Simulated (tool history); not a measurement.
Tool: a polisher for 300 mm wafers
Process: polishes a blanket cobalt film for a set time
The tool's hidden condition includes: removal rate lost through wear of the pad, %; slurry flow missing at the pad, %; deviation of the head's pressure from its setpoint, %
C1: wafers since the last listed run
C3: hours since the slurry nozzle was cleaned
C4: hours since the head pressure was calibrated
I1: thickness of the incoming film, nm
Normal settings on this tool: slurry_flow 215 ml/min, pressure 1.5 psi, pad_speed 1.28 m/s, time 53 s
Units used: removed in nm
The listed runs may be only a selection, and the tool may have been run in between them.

{"run": 1, "hour": 0.0, "slurry_flow": 215, "pressure": 1.5, "pad_speed": 1.28, "time": 53, "C1": 0, "wafers polished on this pad": 749, "C3": 48.8, "C4": 915.6, "I1": 1574.5, "removed": 328.1}
{"hour": 29.4, "done": "worn pad replaced by a new one"}
{"run": 2, "hour": 35.9, "slurry_flow": 215, "pressure": 1.5, "pad_speed": 1.28, "time": 53, "C1": 314, "wafers polished on this pad": 64, "C3": 84.7, "C4": 951.5, "I1": 1564.2, "removed": 330.5}
{"run": 3, "hour": 48.1, "slurry_flow": 215, "pressure": 1.5, "pad_speed": 1.28, "time": 53, "C1": 120, "wafers polished on this pad": 184, "C3": 96.9, "C4": 963.7, "I1": 1573.4, "removed": 329.2}
{"run": 4, "hour": 76.2, "slurry_flow": 215, "pressure": 1.5, "pad_speed": 1.28, "time": 53, "C1": 276, "wafers polished on this pad": 461, "C3": 125.0, "C4": 991.8, "I1": 1528.8, "removed": 325.6}
{"run": 5, "hour": 107.1, "slurry_flow": 215, "pressure": 1.5, "pad_speed": 1.28, "time": 53, "C1": 304, "wafers polished on this pad": 766, "C3": 155.9, "C4": 1022.7, "I1": 1578.6, "removed": 325.9}
{"hour": 133.8, "done": "worn pad replaced by a new one"}
{"run": 6, "hour": 140.0, "slurry_flow": 215, "pressure": 1.5, "pad_speed": 1.28, "time": 53, "C1": 284, "wafers polished on this pad": 61, "C3": 188.8, "C4": 1055.6, "I1": 1546.6, "removed": 328.0}
{"run": 7, "hour": 156.0, "slurry_flow": 215, "pressure": 1.5, "pad_speed": 1.28, "time": 61, "C1": 157, "wafers polished on this pad": 218, "C3": 204.8, "C4": 1071.6, "I1": 1538.1, "removed": 374.7}
{"run": 8, "hour": 181.2, "slurry_flow": 175, "pressure": 1.5, "pad_speed": 1.28, "time": 62, "C1": 248, "wafers polished on this pad": 467, "C3": 230.0, "C4": 1096.8, "I1": 1546.1, "removed": 370.7}
{"run": 9, "hour": 205.8, "slurry_flow": 175, "pressure": 1.5, "pad_speed": 1.28, "time": 62, "C1": 242, "wafers polished on this pad": 709, "C3": 254.6, "C4": 1121.4, "I1": 1563.1, "removed": 372.3}

Predict the results of run 10:
{"run": 10, "hour": 228.5, "slurry_flow": 235, "pressure": 1.7, "pad_speed": 0.86, "time": 59, "C1": 223, "wafers polished on this pad": 933, "C3": 277.3, "C4": 1144.1, "I1": 1582.4, "removed": "?"}

Run 10 measured removed 277.8 nm.
Minus the tool's unlogged condition, the same run would have read removed 256.3 nm.

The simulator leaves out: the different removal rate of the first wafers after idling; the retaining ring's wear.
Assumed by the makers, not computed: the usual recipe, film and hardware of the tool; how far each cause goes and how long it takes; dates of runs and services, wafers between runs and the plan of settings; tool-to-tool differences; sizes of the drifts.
